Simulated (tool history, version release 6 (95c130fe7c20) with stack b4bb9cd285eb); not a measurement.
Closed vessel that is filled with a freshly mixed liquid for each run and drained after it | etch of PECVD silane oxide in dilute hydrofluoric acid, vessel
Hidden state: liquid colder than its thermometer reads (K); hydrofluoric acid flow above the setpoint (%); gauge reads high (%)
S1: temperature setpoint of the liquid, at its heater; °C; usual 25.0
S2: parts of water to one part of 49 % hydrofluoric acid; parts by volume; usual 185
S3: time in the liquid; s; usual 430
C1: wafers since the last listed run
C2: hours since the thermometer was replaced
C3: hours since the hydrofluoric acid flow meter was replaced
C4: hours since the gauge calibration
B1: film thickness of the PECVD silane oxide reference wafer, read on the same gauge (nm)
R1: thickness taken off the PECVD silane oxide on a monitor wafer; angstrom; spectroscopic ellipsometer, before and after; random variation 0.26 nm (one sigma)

run 1 day=0.000 | S1=25.0 S2=185 S3=430 | C1=0 C2=2053.8 C3=1290.8 C4=558.7 | B1=79.98 | R1=466.0
-- day=0.367 gauge calibrated
run 2 day=1.438 | S1=25.0 S2=185 S3=430 | C1=2728 C2=2088.3 C3=1325.3 C4=25.7 | B1=80.01 | R1=463.9
run 3 day=2.325 | S1=25.0 S2=185 S3=430 | C1=1684 C2=2109.6 C3=1346.6 C4=47.0 | B1=79.94 | R1=467.0
run 4 day=3.517 | S1=25.0 S2=185 S3=345 | C1=2262 C2=2138.2 C3=1375.2 C4=75.6 | B1=80.02 | R1=375.8
run 5 day=4.458 | S1=25.0 S2=185 S3=345 | C1=1787 C2=2160.8 C3=1397.8 C4=98.2 | B1=79.99 | R1=371.7
run 6 day=5.671 | S1=25.0 S2=185 S3=345 | C1=2301 C2=2189.9 C3=1426.9 C4=127.3 | B1=80.01 | R1=371.1
run 7 day=6.175 | S1=25.0 S2=185 S3=430 | C1=957 C2=2202.0 C3=1439.0 C4=139.4 | B1=80.07 | R1=467.1
run 8 day=6.829 | S1=25.0 S2=185 S3=430 | C1=1241 C2=2217.7 C3=1454.7 C4=155.1 | B1=80.02 | R1=462.0
run 9 day=8.038 | S1=25.0 S2=240 S3=335 | C1=2293 C2=2246.7 C3=1483.7 C4=184.1 | B1=79.99 | R1=264.4
run 10 day=9.308 | S1=25.0 S2=240 S3=335 | C1=2412 C2=2277.2 C3=1514.2 C4=214.6 | B1=79.98 | R1=261.8
run 11 day=10.717 | S1=28.5 S2=185 S3=430 | C1=2673 C2=2311.0 C3=1548.0 C4=248.4 | B1=80.02 | R1=526.5
-- day=11.204 hydrofluoric acid flow meter replaced
run 12 day=12.150 | S1=28.5 S2=185 S3=430 | C1=2641 C2=2345.4 C3=22.7 C4=282.8 | B1=79.97 | R1=524.1
run 13 day=13.567 | S1=26.0 S2=125 S3=430 | C1=2689 C2=2379.4 C3=56.7 C4=316.8 | B1=80.01 | R1=747.2
-- day=14.383 thermometer replaced
run 14 day=14.404 | S1=25.0 S2=185 S3=430 | C1=1510 C2=0.5 C3=76.8 C4=336.9 | B1=80.03 | R1=511.3
run 15 day=14.908 | S1=25.0 S2=140 S3=430 | C1=957 C2=12.6 C3=88.9 C4=349.0 | B1=80.03 | R1=705.7
run 16 day=15.488 | S1=25.0 S2=185 S3=430 | C1=1099 C2=26.5 C3=102.8 C4=362.9 | B1=79.95 | R1=504.0
run 17 day=16.925 | S1=28.0 S2=155 S3=540 | C1=2728 C2=61.0 C3=137.3 C4=397.4 | B1=79.99 | R1=876.9
run 18 day=18.212 | S1=25.0 S2=235 S3=625 | C1=2444 C2=91.9 C3=168.2 C4=428.3 | B1=79.98 | R1=553.2
-- day=20.121 gauge calibrated
run 19 day=20.404 | S1=25.0 S2=185 S3=325 | C1=4160 C2=144.5 C3=220.8 C4=6.8 | B1=80.05 | R1=380.1
run 20 day=21.462 | S1=25.0 S2=265 S3=560 | C1=2009 C2=169.9 C3=246.2 C4=32.2 | B1=80.01 | R1=422.8
run 21 day=22.150 | S1=25.0 S2=185 S3=330 | C1=1305 C2=186.4 C3=262.7 C4=48.7 | B1=80.05 | R1=384.7
run 22 day=23.533 | S1=25.0 S2=185 S3=430 | C1=2626 C2=219.6 C3=295.9 C4=81.9 | B1=80.01 | R1=504.1
run 23 day=24.808 | S1=25.0 S2=185 S3=430 | C1=2420 C2=250.2 C3=326.5 C4=112.5 | B1=79.94 | R1=497.8
run 24 day=25.812 | S1=29.5 S2=95 S3=660 | C1=1906 C2=274.3 C3=350.6 C4=136.6 | B1=79.96 | R1=2008.2
run 25 day=27.138 | S1=23.5 S2=275 S3=430 | C1=2515 C2=306.1 C3=382.4 C4=168.4 | B1=79.98 | R1=289.3

Forecast run 26:
run 26 day=29.396 | S1=23.0 S2=150 S3=510 | C1=4287 C2=360.3 C3=436.6 C4=222.6 | B1=? | R1=?

Run 26 gave B1 80.04, R1 703.1 angstrom.
Without the tool's hidden state the same run would have given R1 719.9 angstrom.

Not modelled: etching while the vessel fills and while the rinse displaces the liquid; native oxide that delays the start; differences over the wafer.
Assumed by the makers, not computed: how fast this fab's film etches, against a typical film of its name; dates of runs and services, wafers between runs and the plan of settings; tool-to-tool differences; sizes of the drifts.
